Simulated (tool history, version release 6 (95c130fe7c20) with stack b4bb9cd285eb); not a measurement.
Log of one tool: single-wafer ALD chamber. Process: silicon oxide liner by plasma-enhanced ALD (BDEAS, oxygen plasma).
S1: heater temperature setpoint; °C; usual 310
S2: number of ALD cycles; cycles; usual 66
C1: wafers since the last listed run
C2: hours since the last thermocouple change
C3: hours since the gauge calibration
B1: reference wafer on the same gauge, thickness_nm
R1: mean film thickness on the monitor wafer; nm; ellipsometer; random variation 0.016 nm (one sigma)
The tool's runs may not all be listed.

| run | day | S1 | S2 | C1 | C2 | C3 | B1 | R1 |
|---|---|---|---|---|---|---|---|---|
| 1 | 0.000 | 310 | 66 | 0 | 959.2 | 329.4 | 6.799 | 6.494 |
| 2 | 2.967 | 310 | 66 | 415 | 1030.4 | 400.6 | 6.798 | 6.496 |
| 3 | 4.521 | 310 | 66 | 217 | 1067.7 | 437.9 | 6.800 | 6.459 |
| 4 | 7.833 | 310 | 66 | 464 | 1147.2 | 517.4 | 6.801 | 6.511 |
| 5 | 9.825 | 310 | 66 | 279 | 1195.0 | 565.2 | 6.803 | 6.466 |
| 6 | 12.338 | 310 | 66 | 352 | 1255.3 | 625.5 | 6.799 | 6.474 |
| 7 | 14.342 | 310 | 72 | 280 | 1303.4 | 673.6 | 6.803 | 7.096 |
| 8 | 17.871 | 310 | 72 | 494 | 1388.1 | 758.3 | 6.796 | 7.089 |
| 9 | 22.267 | 310 | 66 | 616 | 1493.6 | 863.8 | 6.802 | 6.491 |
| 10 | 25.033 | 310 | 66 | 387 | 1560.0 | 930.2 | 6.806 | 6.477 |
| 11 | 26.746 | 310 | 66 | 240 | 1601.1 | 971.3 | 6.801 | 6.519 |
| 12 | 33.375 | 310 | 66 | 929 | 1760.2 | 1130.4 | 6.800 | 6.497 |
| 13 | 36.475 | 306 | 66 | 434 | 1834.6 | 1204.8 | 6.804 | 6.515 |
| 14 | 40.875 | 302 | 66 | 616 | 1940.2 | 1310.4 | 6.802 | 6.639 |
| 15 | 43.817 | 302 | 66 | 412 | 2010.8 | 1381.0 | 6.800 | 6.677 |
|  | 47.871 | thermocouple changed; heater temperature recalibrated |
| 16 | 47.892 | 302 | 66 | 524 | 0.5 | 1478.8 | 6.798 | 6.507 |
| 17 | 51.996 | 310 | 66 | 575 | 99.0 | 1577.3 | 6.799 | 6.469 |
| 18 | 53.708 | 310 | 66 | 240 | 140.1 | 1618.4 | 6.800 | 6.445 |
| 19 | 55.983 | 310 | 66 | 318 | 194.7 | 1673.0 | 6.796 | 6.461 |
|  | 59.692 | gauge calibrated |
| 20 | 69.071 | 310 | 66 | 1834 | 508.8 | 225.1 | 6.799 | 6.452 |
| 21 | 71.500 | 310 | 66 | 340 | 567.1 | 283.4 | 6.800 | 6.468 |
| 22 | 73.112 | 304 | 56 | 225 | 605.8 | 322.1 | 6.799 | 5.556 |
| 23 | 75.154 | 310 | 56 | 286 | 654.8 | 371.1 | 6.802 | 5.470 |
| 24 | 78.158 | 298 | 60 | 421 | 726.9 | 443.2 | 6.805 | 6.091 |
| 25 | 81.788 | 310 | 66 | 508 | 814.0 | 530.3 | 6.801 | 6.444 |
| 26 | 85.388 | 322 | 59 | 504 | 900.4 | 616.7 | 6.801 | 5.677 |
| 27 | 87.117 | 318 | 74 | 242 | 941.9 | 658.2 | 6.802 | 7.162 |

Run 28 comes next. What will it give?
| 28 | 88.742 | 320 | 75 | 227 | 980.9 | 697.2 | ? | ? |

{"run 28": {"B1": 6.799, "R1": 7.222}}
Without the tool's hidden state the same run would have given R1 7.174 nm.

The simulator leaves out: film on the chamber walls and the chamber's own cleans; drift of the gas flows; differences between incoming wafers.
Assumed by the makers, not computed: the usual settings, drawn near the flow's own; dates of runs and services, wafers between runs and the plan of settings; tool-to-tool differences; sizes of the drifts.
